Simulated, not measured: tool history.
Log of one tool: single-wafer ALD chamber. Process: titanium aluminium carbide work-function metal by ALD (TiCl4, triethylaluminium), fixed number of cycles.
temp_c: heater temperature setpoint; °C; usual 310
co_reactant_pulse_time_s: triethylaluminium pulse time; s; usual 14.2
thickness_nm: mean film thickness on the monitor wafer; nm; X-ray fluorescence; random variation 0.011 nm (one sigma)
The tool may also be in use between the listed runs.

run,hour,temp_c,co_reactant_pulse_time_s,"read-back reference wafer on the same gauge, thickness_nm",thickness_nm
1,0,298,14.2,2.81,2.24
2,60.5,298,14.2,2.808,2.243
3,103.1,298,14.2,2.805,2.23
4,163,310,14.2,2.81,2.341
5,189.2,310,14.2,2.812,2.314
6,223.2,310,14.2,2.814,2.305
7,284.9,310,14.2,2.819,2.316
8,314.3,310,14.2,2.818,2.32
9,368.4,310,16.64,2.812,2.358
10,439.4,310,16.64,2.814,2.34
11,491.5,310,14.2,2.804,2.304
# hour 562.8: gauge calibrated
12,585.8,310,14.2,2.807,2.296
13,611.9,310,14.2,2.81,2.305
14,679.7,324,11.27,2.812,2.274
15,729.9,318,16.78,2.812,2.426
16,755.5,301,16.48,2.807,2.239

Run 17 comes next. What will it give?
# hour 788.5: showerhead replaced
17,812.1,310,14.2,?,?

read-back reference wafer on the same gauge, thickness_nm: 2.814
thickness_nm: 2.283 nm
Without the tool's hidden state the same run would have given thickness_nm 2.43 nm.
